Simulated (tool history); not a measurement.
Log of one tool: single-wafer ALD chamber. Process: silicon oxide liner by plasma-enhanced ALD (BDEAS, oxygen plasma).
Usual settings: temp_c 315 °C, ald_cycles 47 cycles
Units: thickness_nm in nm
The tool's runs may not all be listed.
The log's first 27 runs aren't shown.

run     day  temp_c  ald_cycles  read-back reference wafer on the same gauge, thickness_nm  thickness_nm
 28  57.067     315          47                                                      4.499         3.957
 29   59.45     328          47                                                      4.499         3.896
 30  61.242     300          42                                                      4.503         3.592
 31  64.167     315          47                                                      4.498         3.961
     66.104  -- gauge calibrated
 32  67.008     315          43                                                        4.5         3.615
 33  70.888     304          54                                                      4.501         4.608
 34  73.054     328          40                                                      4.502         3.321
 35  75.492     320          42                                                        4.5         3.512
 36  77.925     329          55                                                      4.499         4.554
 37  80.742     315          47                                                        4.5         3.958
 38  81.946     315          56                                                        4.5         4.701
 39  84.421     315          47                                                        4.5         3.934
 40  85.717     305          40                                                      4.501         3.391

Forecast each of these 4 alternatives for the next run:
  A  85.738     327          47                                                          ?             ?
  B  85.738     319          54                                                          ?             ?
  C  85.738     321          50                                                          ?             ?
  D  85.738     304          41                                                          ?             ?

run  read-back reference wafer on the same gauge, thickness_nm  thickness_nm
  A                                                      4.495         3.903
  B                                                      4.495         4.531
  C                                                      4.495         4.184
  D                                                      4.495         3.505
Without the tool's hidden state the same runs would have given:
run  thickness_nm
  A         3.903
  B         4.531
  C         4.184
  D         3.505
